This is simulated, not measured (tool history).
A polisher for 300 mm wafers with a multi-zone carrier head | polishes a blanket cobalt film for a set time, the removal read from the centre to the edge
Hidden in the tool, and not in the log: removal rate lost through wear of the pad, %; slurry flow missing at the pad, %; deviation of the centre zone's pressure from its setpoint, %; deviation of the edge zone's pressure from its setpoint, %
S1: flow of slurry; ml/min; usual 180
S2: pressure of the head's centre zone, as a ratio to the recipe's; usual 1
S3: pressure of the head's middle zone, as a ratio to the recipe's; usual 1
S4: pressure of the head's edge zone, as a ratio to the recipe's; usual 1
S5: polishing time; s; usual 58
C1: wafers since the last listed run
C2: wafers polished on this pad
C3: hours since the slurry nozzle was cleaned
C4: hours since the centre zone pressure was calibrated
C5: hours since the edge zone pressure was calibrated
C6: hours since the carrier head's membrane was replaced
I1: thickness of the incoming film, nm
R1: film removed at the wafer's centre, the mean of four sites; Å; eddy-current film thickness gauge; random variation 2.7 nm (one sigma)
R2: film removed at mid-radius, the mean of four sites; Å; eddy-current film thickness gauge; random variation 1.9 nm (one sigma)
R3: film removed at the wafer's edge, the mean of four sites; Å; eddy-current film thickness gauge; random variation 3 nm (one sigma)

run,hour,S1,S2,S3,S4,S5,C1,C2,C3,C4,C5,C6,I1,R1,R2,R3
1,0,180,1,1,1,58,0,194,376.9,549.1,619,1612.1,745.8,1998,2000,2141
2,20.1,180,1,1,1,58,206,400,397,569.2,639.1,1632.2,740,1926,1999,2227
# hour 44.9: worn pad replaced by a new one
3,55.2,180,1,1,1,58,319,105,432.1,604.3,674.2,1667.3,749.2,1965,1998,2157
4,83.7,180,1,1,1.09,65,292,398,460.6,632.8,702.7,1695.8,741.6,2199,2229,2502
# hour 105: worn pad replaced by a new one
5,105.5,180,1,1,1.09,65,182,5,482.4,654.6,724.5,1717.6,739.1,2184,2218,2497
# hour 113.3: edge zone pressure recalibrated
6,119.7,180,1,1,1,58,125,130,496.6,668.8,6.4,1731.8,741.2,1952,1974,2151
# hour 151.7: carrier head's membrane replaced by a new one
7,152.2,180,1,1,1,73,282,413,529.1,701.3,38.9,0.5,741.3,2480,2490,2715
# hour 161.3: worn pad replaced by a new one
8,165.3,220,0.92,1.11,1.06,58,93,40,542.2,714.4,52,13.6,731.8,1896,2227,2292
# hour 191.4: slurry nozzle cleaned
9,196.1,200,1.11,0.91,1.12,58,305,346,4.7,745.2,82.8,44.4,745.7,2578,2200,2485
# hour 230.3: worn pad replaced by a new one
10,230.8,180,1.06,1,0.91,69,315,4,39.4,779.9,117.5,79.1,745.6,2790,2665,2632
11,243.7,180,1.06,1,0.91,69,132,137,52.3,792.8,130.4,92,747.7,2821,2635,2668
# hour 249.9: centre zone pressure recalibrated
12,271.3,180,1,1,1,58,262,400,79.9,21.4,158,119.6,754.5,2199,2164,2271
# hour 296.3: worn pad replaced by a new one
13,296.8,210,1.11,1,0.94,58,220,5,105.4,46.9,183.5,145.1,735.2,2463,2254,2290
14,316.9,200,0.97,1.11,1.06,58,206,211,125.5,67,203.6,165.2,743.2,2142,2367,2392

Forecast each of these 5 alternatives for the next run:
A,317.3,180,1,1,1,58,4,215,125.9,67.4,204,165.6,741,?,?,?
B,317.3,180,1,1,1.05,58,4,215,125.9,67.4,204,165.6,741,?,?,?
C,317.3,160,1.09,1,0.96,68,4,215,125.9,67.4,204,165.6,741,?,?,?
D,317.3,180,1,1,0.92,39,4,215,125.9,67.4,204,165.6,741,?,?,?
E,317.3,195,1,0.88,1,58,4,215,125.9,67.4,204,165.6,741,?,?,?

run,R1,R2,R3
A,2106,2149,2237
B,2106,2149,2291
C,2607,2447,2521
D,1416,1445,1446
E,2148,2030,2268
Without the tool's hidden state the same runs would have given:
run,R1,R2,R3
A,2248,2276,2332
B,2248,2276,2388
C,2807,2611,2640
D,1512,1531,1507
E,2280,2141,2357
